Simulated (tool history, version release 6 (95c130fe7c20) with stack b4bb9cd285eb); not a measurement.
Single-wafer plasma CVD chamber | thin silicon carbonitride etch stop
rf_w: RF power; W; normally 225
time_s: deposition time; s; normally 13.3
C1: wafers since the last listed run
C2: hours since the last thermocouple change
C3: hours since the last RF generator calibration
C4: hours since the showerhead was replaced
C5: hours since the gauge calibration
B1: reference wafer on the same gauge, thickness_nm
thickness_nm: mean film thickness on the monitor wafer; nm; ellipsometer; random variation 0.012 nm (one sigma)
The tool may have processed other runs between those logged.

run 1 hour=0 | rf_w=225 time_s=11.4 | C1=0 C2=1236.2 C3=1343.5 C4=6429.6 C5=108.6 | B1=8.451 | thickness_nm=6.81
run 2 hour=50.6 | rf_w=225 time_s=11.4 | C1=1440 C2=1286.8 C3=1394.1 C4=6480.2 C5=159.2 | B1=8.451 | thickness_nm=6.771
run 3 hour=61.5 | rf_w=225 time_s=13.3 | C1=310 C2=1297.7 C3=1405 C4=6491.1 C5=170.1 | B1=8.452 | thickness_nm=7.92
run 4 hour=73.1 | rf_w=225 time_s=13.3 | C1=330 C2=1309.3 C3=1416.6 C4=6502.7 C5=181.7 | B1=8.449 | thickness_nm=7.914
-- hour=81.7 thermocouple changed; heater temperature recalibrated
run 5 hour=88.9 | rf_w=225 time_s=15.4 | C1=221 C2=7.2 C3=1432.4 C4=6518.5 C5=197.5 | B1=8.449 | thickness_nm=9.167
run 6 hour=99.2 | rf_w=225 time_s=15.4 | C1=293 C2=17.5 C3=1442.7 C4=6528.8 C5=207.8 | B1=8.453 | thickness_nm=9.133
run 7 hour=105.7 | rf_w=225 time_s=11.7 | C1=184 C2=24 C3=1449.2 C4=6535.3 C5=214.3 | B1=8.453 | thickness_nm=6.939
run 8 hour=118.1 | rf_w=225 time_s=13.3 | C1=352 C2=36.4 C3=1461.6 C4=6547.7 C5=226.7 | B1=8.45 | thickness_nm=7.871
-- hour=120.5 gauge calibrated
run 9 hour=131.4 | rf_w=225 time_s=11.8 | C1=378 C2=49.7 C3=1474.9 C4=6561 C5=10.9 | B1=8.45 | thickness_nm=6.995
run 10 hour=142.6 | rf_w=225 time_s=13.3 | C1=318 C2=60.9 C3=1486.1 C4=6572.2 C5=22.1 | B1=8.452 | thickness_nm=7.862
run 11 hour=150.3 | rf_w=215 time_s=12.2 | C1=219 C2=68.6 C3=1493.8 C4=6579.9 C5=29.8 | B1=8.447 | thickness_nm=7.123

For run 12, what comes out?
run 12 hour=159.1 | rf_w=260 time_s=15.8 | C1=250 C2=77.4 C3=1502.6 C4=6588.7 C5=38.6 | B1=? | thickness_nm=?

B1: 8.451
thickness_nm: 9.876 nm
Minus the tool's unlogged condition, the same run would have read thickness_nm 10.313 nm.
